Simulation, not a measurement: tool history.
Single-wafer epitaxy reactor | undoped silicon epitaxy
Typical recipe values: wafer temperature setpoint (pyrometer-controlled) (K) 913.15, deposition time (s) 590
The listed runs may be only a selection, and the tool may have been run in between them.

| run | hour | wafer temperature setpoint (pyrometer-controlled) (K) | deposition time (s) | read-back reference wafer on the same gauge, thickness_nm | mean film thickness on the monitor wafer (angstrom) |
|---|---|---|---|---|---|
| 1 | 0.0 | 913.15 | 590 | 69.938 | 706.03 |
| 2 | 34.3 | 923.15 | 654 | 69.907 | 943.64 |
| 3 | 60.5 | 923.15 | 654 | 69.904 | 942.29 |
| 4 | 84.5 | 923.15 | 654 | 69.828 | 937.17 |
| 5 | 115.6 | 913.15 | 590 | 70.059 | 700.31 |
| 6 | 142.7 | 913.15 | 590 | 69.894 | 699.14 |
| 7 | 168.9 | 913.15 | 590 | 69.859 | 690.29 |
| 8 | 200.2 | 913.15 | 590 | 69.744 | 689.91 |
| 9 | 214.2 | 913.15 | 590 | 69.879 | 690.97 |
| 10 | 248.1 | 913.15 | 641 | 69.887 | 753.22 |
| 11 | 267.6 | 913.15 | 590 | 69.780 | 688.58 |
| 12 | 303.2 | 922.15 | 632 | 69.968 | 880.81 |
| 13 | 319.3 | 926.15 | 524 | 69.973 | 788.92 |
| 14 | 345.8 | 913.15 | 679 | 70.112 | 791.18 |
|  | 382.5 | pyrometer calibrated |
|  | 389.4 | gauge calibrated |
| 15 | 410.1 | 913.15 | 590 | 69.951 | 719.10 |
| 16 | 440.6 | 913.15 | 535 | 69.911 | 649.98 |
| 17 | 455.9 | 917.15 | 630 | 69.981 | 822.50 |
| 18 | 483.5 | 913.15 | 508 | 69.901 | 614.72 |
| 19 | 510.7 | 919.15 | 685 | 69.788 | 929.06 |

Predict each of these 4 candidate next runs independently; none follows another, all start after run 19:
| A | 511.3 | 913.15 | 541 | ? | ? |
| B | 511.3 | 924.15 | 668 | ? | ? |
| C | 511.3 | 899.15 | 644 | ? | ? |
| D | 511.3 | 922.15 | 527 | ? | ? |

| run | read-back reference wafer on the same gauge, thickness_nm | mean film thickness on the monitor wafer (angstrom) |
|---|---|---|
| A | 69.934 | 656.11 |
| B | 69.934 | 1002.83 |
| C | 69.934 | 591.35 |
| D | 69.934 | 761.30 |
The same runs, with their run-to-run variation unchanged, on a tool lacking any hidden condition would have given:
| run | mean film thickness on the monitor wafer (angstrom) |
|---|---|
| A | 658.63 |
| B | 1006.60 |
| C | 593.69 |
| D | 764.17 |
